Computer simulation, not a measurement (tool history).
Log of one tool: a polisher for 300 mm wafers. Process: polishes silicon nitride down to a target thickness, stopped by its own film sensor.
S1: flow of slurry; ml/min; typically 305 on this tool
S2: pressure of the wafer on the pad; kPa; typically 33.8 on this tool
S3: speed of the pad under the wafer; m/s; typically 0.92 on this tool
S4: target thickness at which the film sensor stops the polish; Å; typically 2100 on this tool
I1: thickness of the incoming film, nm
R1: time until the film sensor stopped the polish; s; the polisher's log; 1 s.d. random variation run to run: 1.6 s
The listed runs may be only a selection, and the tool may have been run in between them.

run	hour	S1	S2	S3	S4	I1	R1
1	0	305	26.2	0.92	1890	433.2	130
2	59.7	275	33.8	0.92	2270	428.2	83.4
3	118.1	275	33.8	0.92	2270	433.6	84.7
4	165	275	33.8	0.92	2270	428.1	79.1
# hour 201.9: head pressure recalibrated
5	271.2	305	33.8	0.92	2100	429.9	91.6
6	343.8	305	33.8	0.92	2100	425.8	86.5
# hour 377.7: worn pad replaced by a new one
7	423.7	305	33.8	0.92	2100	432	89.5
8	483.1	305	33.8	0.92	2100	429.4	91
9	536	305	33.8	0.92	2100	431.1	89.6
# hour 584.8: slurry nozzle cleaned
10	596.9	305	33.8	0.7	2100	428.8	109
11	694.4	305	33.8	0.92	2100	433.7	93
# hour 791.2: worn pad replaced by a new one
12	800.3	305	33.8	0.92	2100	425.2	88.6
13	894.5	305	33.8	0.92	2100	435.3	93
14	986.3	270	33.8	0.92	2100	427.6	88.2
15	1037.8	305	33.8	0.92	2100	433.2	92.9

Run 16 is up next; what results do you expect?
16	1093.6	390	27.6	1.1	1670	424.4	?

Run 16 came out at R1 109.9 s.
The same run, on a tool lacking any hidden state, would have yielded R1 109.9 s.
